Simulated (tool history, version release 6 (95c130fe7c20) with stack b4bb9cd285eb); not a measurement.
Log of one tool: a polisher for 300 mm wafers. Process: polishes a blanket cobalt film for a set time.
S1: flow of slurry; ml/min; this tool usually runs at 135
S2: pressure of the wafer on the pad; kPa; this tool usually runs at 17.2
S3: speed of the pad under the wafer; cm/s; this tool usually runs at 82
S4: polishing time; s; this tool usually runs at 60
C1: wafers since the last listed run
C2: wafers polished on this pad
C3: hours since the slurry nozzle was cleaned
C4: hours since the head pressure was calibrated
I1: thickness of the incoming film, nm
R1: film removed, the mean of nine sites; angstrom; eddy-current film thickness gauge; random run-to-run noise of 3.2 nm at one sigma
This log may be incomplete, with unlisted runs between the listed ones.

{"run": 1, "hour": 0.0, "S1": 135, "S2": 17.2, "S3": 82, "S4": 60, "C1": 0, "C2": 2593, "C3": 190.2, "C4": 925.2, "I1": 878.9, "R1": 2990}
{"run": 2, "hour": 24.8, "S1": 135, "S2": 17.2, "S3": 82, "S4": 60, "C1": 238, "C2": 2832, "C3": 215.0, "C4": 950.0, "I1": 888.4, "R1": 3007}
{"hour": 53.8, "done": "worn pad replaced by a new one"}
{"run": 3, "hour": 87.0, "S1": 135, "S2": 17.2, "S3": 82, "S4": 60, "C1": 560, "C2": 320, "C3": 277.2, "C4": 1012.2, "I1": 880.7, "R1": 3296}
{"run": 4, "hour": 120.5, "S1": 135, "S2": 17.2, "S3": 82, "S4": 60, "C1": 322, "C2": 642, "C3": 310.7, "C4": 1045.7, "I1": 867.8, "R1": 3148}
{"run": 5, "hour": 192.2, "S1": 135, "S2": 17.2, "S3": 82, "S4": 60, "C1": 690, "C2": 1333, "C3": 382.4, "C4": 1117.4, "I1": 892.0, "R1": 3080}
{"run": 6, "hour": 222.6, "S1": 135, "S2": 17.2, "S3": 82, "S4": 60, "C1": 292, "C2": 1626, "C3": 412.8, "C4": 1147.8, "I1": 890.5, "R1": 3098}
{"run": 7, "hour": 353.2, "S1": 135, "S2": 17.2, "S3": 82, "S4": 60, "C1": 1258, "C2": 2884, "C3": 543.4, "C4": 1278.4, "I1": 888.0, "R1": 3008}
{"hour": 370.3, "done": "worn pad replaced by a new one"}
{"run": 8, "hour": 416.7, "S1": 135, "S2": 17.2, "S3": 82, "S4": 60, "C1": 573, "C2": 446, "C3": 606.9, "C4": 1341.9, "I1": 873.4, "R1": 3178}
{"run": 9, "hour": 444.3, "S1": 135, "S2": 17.2, "S3": 82, "S4": 72, "C1": 265, "C2": 712, "C3": 634.5, "C4": 1369.5, "I1": 879.7, "R1": 3836}
{"run": 10, "hour": 473.7, "S1": 135, "S2": 17.2, "S3": 82, "S4": 72, "C1": 283, "C2": 995, "C3": 663.9, "C4": 1398.9, "I1": 871.4, "R1": 3692}
{"hour": 489.4, "done": "head pressure recalibrated"}
{"run": 11, "hour": 515.2, "S1": 135, "S2": 17.2, "S3": 82, "S4": 72, "C1": 380, "C2": 1376, "C3": 705.4, "C4": 25.8, "I1": 891.5, "R1": 3618}
{"run": 12, "hour": 583.7, "S1": 135, "S2": 17.2, "S3": 82, "S4": 60, "C1": 659, "C2": 2036, "C3": 773.9, "C4": 94.3, "I1": 871.8, "R1": 3001}
{"run": 13, "hour": 632.1, "S1": 135, "S2": 17.2, "S3": 82, "S4": 60, "C1": 466, "C2": 2502, "C3": 822.3, "C4": 142.7, "I1": 868.2, "R1": 2992}
{"hour": 642.7, "done": "worn pad replaced by a new one"}
{"run": 14, "hour": 664.5, "S1": 135, "S2": 17.2, "S3": 82, "S4": 60, "C1": 273, "C2": 210, "C3": 854.7, "C4": 175.1, "I1": 869.7, "R1": 3268}
{"hour": 695.0, "done": "slurry nozzle cleaned"}
{"run": 15, "hour": 698.4, "S1": 135, "S2": 13.8, "S3": 56, "S4": 60, "C1": 316, "C2": 527, "C3": 3.4, "C4": 209.0, "I1": 879.5, "R1": 2021}
{"run": 16, "hour": 735.9, "S1": 150, "S2": 15.2, "S3": 104, "S4": 60, "C1": 361, "C2": 888, "C3": 40.9, "C4": 246.5, "I1": 888.3, "R1": 3300}
{"run": 17, "hour": 796.8, "S1": 95, "S2": 21.4, "S3": 90, "S4": 60, "C1": 586, "C2": 1475, "C3": 101.8, "C4": 307.4, "I1": 885.5, "R1": 3826}
{"run": 18, "hour": 831.7, "S1": 135, "S2": 11.7, "S3": 96, "S4": 79, "C1": 336, "C2": 1811, "C3": 136.7, "C4": 342.3, "I1": 882.7, "R1": 3002}
{"run": 19, "hour": 894.9, "S1": 95, "S2": 21.4, "S3": 104, "S4": 52, "C1": 608, "C2": 2420, "C3": 199.9, "C4": 405.5, "I1": 898.1, "R1": 3598}
{"hour": 924.0, "done": "worn pad replaced by a new one, of another model than before"}
{"run": 20, "hour": 936.4, "S1": 110, "S2": 17.2, "S3": 82, "S4": 60, "C1": 361, "C2": 119, "C3": 241.4, "C4": 447.0, "I1": 880.5, "R1": 3074}
{"run": 21, "hour": 966.4, "S1": 135, "S2": 13.8, "S3": 96, "S4": 60, "C1": 288, "C2": 408, "C3": 271.4, "C4": 477.0, "I1": 872.6, "R1": 3057}
{"run": 22, "hour": 998.9, "S1": 135, "S2": 17.2, "S3": 82, "S4": 60, "C1": 313, "C2": 721, "C3": 303.9, "C4": 509.5, "I1": 890.6, "R1": 3198}
{"run": 23, "hour": 1111.5, "S1": 135, "S2": 13.1, "S3": 82, "S4": 60, "C1": 1084, "C2": 1805, "C3": 416.5, "C4": 622.1, "I1": 885.5, "R1": 2681}
{"run": 24, "hour": 1163.5, "S1": 115, "S2": 19.3, "S3": 70, "S4": 60, "C1": 500, "C2": 2306, "C3": 468.5, "C4": 674.1, "I1": 885.3, "R1": 2858}
{"run": 25, "hour": 1223.8, "S1": 135, "S2": 17.2, "S3": 82, "S4": 60, "C1": 580, "C2": 2887, "C3": 528.8, "C4": 734.4, "I1": 877.2, "R1": 2971}
{"hour": 1235.7, "done": "worn pad replaced by a new one"}
{"run": 26, "hour": 1337.4, "S1": 135, "S2": 17.2, "S3": 82, "S4": 77, "C1": 1055, "C2": 979, "C3": 642.4, "C4": 848.0, "I1": 880.7, "R1": 3993}
{"run": 27, "hour": 1381.1, "S1": 135, "S2": 17.2, "S3": 82, "S4": 60, "C1": 420, "C2": 1400, "C3": 686.1, "C4": 891.7, "I1": 898.4, "R1": 3036}
{"run": 28, "hour": 1449.1, "S1": 175, "S2": 12.4, "S3": 82, "S4": 60, "C1": 655, "C2": 2055, "C3": 754.1, "C4": 959.7, "I1": 877.8, "R1": 2783}

Each row is a separate what-if for the run after 28, all from the same tool condition, not one after another. Results?
{"run": "A", "hour": 1449.5, "S1": 135, "S2": 17.2, "S3": 70, "S4": 60, "C1": 3, "C2": 2059, "C3": 754.5, "C4": 960.1, "I1": 881.4, "R1": "?"}
{"run": "B", "hour": 1449.5, "S1": 175, "S2": 17.2, "S3": 68, "S4": 43, "C1": 3, "C2": 2059, "C3": 754.5, "C4": 960.1, "I1": 881.4, "R1": "?"}
{"run": "C", "hour": 1449.5, "S1": 135, "S2": 20.7, "S3": 82, "S4": 60, "C1": 3, "C2": 2059, "C3": 754.5, "C4": 960.1, "I1": 881.4, "R1": "?"}
{"run": "D", "hour": 1449.5, "S1": 110, "S2": 17.2, "S3": 58, "S4": 60, "C1": 3, "C2": 2059, "C3": 754.5, "C4": 960.1, "I1": 881.4, "R1": "?"}

run=A R1=2823
run=B R1=2126
run=C R1=3280
run=D R1=2484
Had the tool no hidden state, the same runs would have come out as:
run=A R1=3182
run=B R1=2396
run=C R1=3697
run=D R1=2800
